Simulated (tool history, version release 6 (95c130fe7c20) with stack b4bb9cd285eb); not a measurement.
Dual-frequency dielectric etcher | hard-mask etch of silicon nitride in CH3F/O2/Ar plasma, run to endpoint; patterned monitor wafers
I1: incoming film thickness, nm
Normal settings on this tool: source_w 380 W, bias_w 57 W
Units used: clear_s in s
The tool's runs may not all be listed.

Run 1, day 0.000: usual settings but source_w 360 W, bias_w 60 W; I1 51.7. Result: clear_s 80.1 s.
Run 2, day 1.596: usual settings but source_w 360 W, bias_w 60 W; I1 52.4. Result: clear_s 81.3 s.
Run 3, day 3.383: usual settings; I1 52.5. Result: clear_s 81.5 s.
Run 4, day 5.808: usual settings; I1 51.9. Result: clear_s 81.0 s.
Run 5, day 7.079: usual settings but source_w 450 W; I1 52.5. Result: clear_s 77.5 s.
At day 8.138: wet clean of the chamber.
Run 6, day 9.612: usual settings but source_w 450 W; I1 53.1. Result: clear_s 76.1 s.
Run 7, day 11.792: usual settings; I1 52.3. Result: clear_s 78.5 s.
Run 8, day 14.204: usual settings but source_w 440 W, bias_w 51 W; I1 52.6. Result: clear_s 78.1 s.
Run 9, day 16.212: usual settings but source_w 440 W, bias_w 51 W; I1 52.0. Result: clear_s 78.5 s.
Run 10, day 17.604: usual settings but source_w 330 W; I1 52.2. Result: clear_s 84.0 s.
Run 11, day 20.346: usual settings; I1 52.0. Result: clear_s 79.9 s.
Run 12, day 21.767: usual settings; I1 52.3. Result: clear_s 80.6 s.
Run 13, day 23.129: usual settings; I1 52.5. Result: clear_s 80.4 s.
Run 14, day 24.329: usual settings but source_w 420 W, bias_w 52 W; I1 52.4. Result: clear_s 80.1 s.
At day 25.000: bias power generator calibrated.
At day 26.775: upper electrode replaced, of another model than before.
Run 15, day 26.946: usual settings but bias_w 52 W; I1 52.4. Result: clear_s 82.8 s.
Run 16, day 28.658: usual settings but source_w 430 W, bias_w 68 W; I1 52.5. Result: clear_s 77.7 s.
Run 17, day 31.496: usual settings; I1 52.3. Result: clear_s 82.0 s.
Run 18, day 33.592: usual settings but bias_w 70 W; I1 52.4. Result: clear_s 79.5 s.
At day 35.012: wet clean of the chamber.
Run 19, day 35.896: usual settings but source_w 330 W, bias_w 50 W; I1 52.4. Result: clear_s 80.7 s.
At day 37.658: source power generator calibrated.
Run 20, day 37.738: usual settings; I1 52.6. Result: clear_s 78.1 s.
Run 21, day 39.004: usual settings but source_w 320 W, bias_w 68 W; I1 51.9. Result: clear_s 77.8 s.
Run 22, day 40.133: usual settings but source_w 450 W, bias_w 67 W; I1 52.0. Result: clear_s 73.0 s.
Run 23, day 42.975: usual settings but source_w 450 W, bias_w 53 W; I1 51.9. Result: clear_s 76.3 s.
Run 24, day 45.175: usual settings but source_w 420 W, bias_w 64 W; I1 52.4. Result: clear_s 75.8 s.
Run 25, day 47.821: usual settings but source_w 280 W; I1 52.7. Result: clear_s 84.5 s.
Run 26, day 48.867: usual settings but source_w 290 W, bias_w 64 W; I1 52.0. Result: clear_s 81.4 s.

4 ways to go on from here, each from the tool as it stands after run 26. What would each give?
Run A, day 48.883: usual settings; I1 52.3. Result: clear_s ?.
Run B, day 48.883: usual settings but bias_w 50 W; I1 52.3. Result: clear_s ?.
Run C, day 48.883: usual settings but source_w 310 W, bias_w 64 W; I1 52.3. Result: clear_s ?.
Run D, day 48.883: usual settings but source_w 480 W, bias_w 65 W; I1 52.3. Result: clear_s ?.

run  clear_s
  A     80.1
  B     81.7
  C     81.6
  D     74.7
The same runs, with their run-to-run variation unchanged, on a tool lacking any hidden condition would have given:
run  clear_s
  A     78.2
  B     79.8
  C     79.7
  D     72.9
